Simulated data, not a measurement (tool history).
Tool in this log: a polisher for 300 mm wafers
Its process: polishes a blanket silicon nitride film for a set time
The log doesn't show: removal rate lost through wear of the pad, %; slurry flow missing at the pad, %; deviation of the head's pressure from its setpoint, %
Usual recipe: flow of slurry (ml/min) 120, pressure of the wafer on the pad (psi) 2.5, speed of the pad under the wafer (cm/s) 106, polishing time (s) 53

run    hour  flow of slurry (ml/min)  pressure of the wafer on the pad (psi)  speed of the pad under the wafer (cm/s)  polishing time (s)  wafers since the last listed run  wafers polished on this pad  hours since the slurry nozzle was cleaned  hours since the head pressure was calibrated  incoming thickness of the incoming film, nm  film removed (nm)
  1     0.0                      145                                     2.5                                      106                  47                                 0                         1190                                      586.4                                         259.6                                        455.8               55.3
       70.9  -- slurry nozzle cleaned
  2    78.8                      145                                     2.5                                      106                  47                               607                         1797                                        7.9                                         338.4                                        460.7               60.6
  3   150.8                      120                                     2.5                                      106                  53                               562                         2360                                       79.9                                         410.4                                        459.3               66.1
  4   255.2                      120                                     2.5                                      106                  53                               815                         3175                                      184.3                                         514.8                                        465.1               64.5
      283.5  -- worn pad replaced by a new one
  5   337.4                      120                                     2.5                                      106                  53                               610                          421                                      266.5                                         597.0                                        456.6               63.3
  6   390.4                      120                                     2.5                                      106                  53                               413                          835                                      319.5                                         650.0                                        466.1               62.4
  7   470.6                      120                                     2.5                                      106                  47                               626                         1461                                      399.7                                         730.2                                        467.5               54.8
  8   508.7                      120                                     2.5                                      106                  47                               297                         1759                                      437.8                                         768.3                                        463.1               53.4
      516.8  -- head pressure recalibrated
  9   589.4                      100                                     3.1                                      106                  53                               614                         2374                                      518.5                                          72.6                                        459.2               72.1
      680.8  -- slurry nozzle cleaned
 10   682.1                      100                                     3.1                                      106                  53                               716                         3090                                        1.3                                         165.3                                        463.4               80.8
      686.6  -- worn pad replaced by a new one
 11   768.1                      100                                     3.1                                      106                  53                               640                          636                                       87.3                                         251.3                                        455.5               79.1
 12   860.0                      120                                     2.7                                      106                  53                               717                         1354                                      179.2                                         343.2                                        462.0               70.8
 13   929.2                      120                                     2.7                                      106                  53                               540                         1894                                      248.4                                         412.4                                        457.5               69.3
 14   997.1                      120                                     3.0                                       82                  53                               530                         2424                                      316.3                                         480.3                                        455.6               63.8
 15  1098.4                      120                                     1.9                                       86                  53                               791                         3216                                      417.6                                         581.6                                        461.9               41.5
     1112.6  -- worn pad replaced by a new one
 16  1159.6                      155                                     2.5                                      106                  53                               446                          366                                      478.8                                         642.8                                        461.5               65.4
     1213.9  -- head pressure recalibrated
 17  1215.5                      120                                     2.5                                      106                  53                               421                          787                                      534.7                                           1.6                                        459.6               63.0
 18  1255.4                      120                                     3.3                                      106                  53                               311                         1099                                      574.6                                          41.5                                        467.9               81.6
 19  1312.8                      120                                     2.5                                      106                  53                               448                         1547                                      632.0                                          98.9                                        452.2               60.7

For run 20, what comes out?
     1366.2  -- slurry nozzle cleaned
 20  1376.0                      145                                     2.5                                       88                  41                               485                         2033                                        9.8                                         162.1                                        457.6                  ?

film removed (nm): 48.2
With the hidden condition absent and the run-to-run variation left alone, this run would have shown film removed (nm) 48.3.
